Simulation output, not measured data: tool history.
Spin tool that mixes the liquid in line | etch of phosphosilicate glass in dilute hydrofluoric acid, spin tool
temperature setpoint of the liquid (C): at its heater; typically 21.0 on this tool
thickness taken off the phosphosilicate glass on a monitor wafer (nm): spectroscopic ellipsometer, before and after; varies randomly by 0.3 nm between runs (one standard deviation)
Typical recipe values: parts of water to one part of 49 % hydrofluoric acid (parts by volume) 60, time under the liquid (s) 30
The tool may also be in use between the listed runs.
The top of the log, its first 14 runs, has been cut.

run	day	temperature setpoint of the liquid (C)	parts of water to one part of 49 % hydrofluoric acid (parts by volume)	time under the liquid (s)	read-back film thickness of the phosphosilicate glass reference wafer, read on the same gauge (nm)	thickness taken off the phosphosilicate glass on a monitor wafer (nm)
15	16.762	17.5	70	30	139.99	66.09
16	18.071	21.0	75	20	139.96	47.47
17	18.721	21.0	60	30	140.00	91.14
18	19.350	18.0	35	30	139.97	140.99
# day 19.579: thermometer replaced
# day 20.075: hydrofluoric acid flow meter replaced
# day 20.154: gauge calibrated
19	20.283	21.0	60	30	140.02	90.95
20	21.242	21.0	60	30	140.00	89.89
21	21.879	21.0	50	20	140.02	73.51
22	22.696	21.0	60	30	140.02	90.63
23	24.067	18.0	60	15	140.02	40.02
24	25.042	19.5	60	45	139.99	127.06
25	25.779	21.0	60	30	140.00	90.43
26	28.404	21.0	60	30	139.94	90.67
27	29.296	21.0	60	30	140.01	90.80
28	30.271	26.0	85	30	140.02	76.01
29	30.996	24.0	35	15	139.99	90.75
30	31.675	21.0	60	30	139.96	90.19
31	33.112	17.0	60	30	140.01	76.61
32	34.242	21.0	60	45	139.99	136.14
33	35.188	17.0	30	25	140.01	132.89
34	36.158	17.5	60	15	139.98	38.95

3 options for the next run, each taken on its own from the tool as it stands now. Forecast them:
A	36.175	21.0	60	30	?	?
B	36.175	23.5	60	30	?	?
C	36.175	22.5	60	20	?	?

run	read-back film thickness of the phosphosilicate glass reference wafer, read on the same gauge (nm)	thickness taken off the phosphosilicate glass on a monitor wafer (nm)
A	140.00	91.06
B	140.00	101.00
C	140.00	64.62
Take away the tool's hidden state, keep each run's random variation, and the runs would have read:
run	thickness taken off the phosphosilicate glass on a monitor wafer (nm)
A	91.06
B	101.00
C	64.62

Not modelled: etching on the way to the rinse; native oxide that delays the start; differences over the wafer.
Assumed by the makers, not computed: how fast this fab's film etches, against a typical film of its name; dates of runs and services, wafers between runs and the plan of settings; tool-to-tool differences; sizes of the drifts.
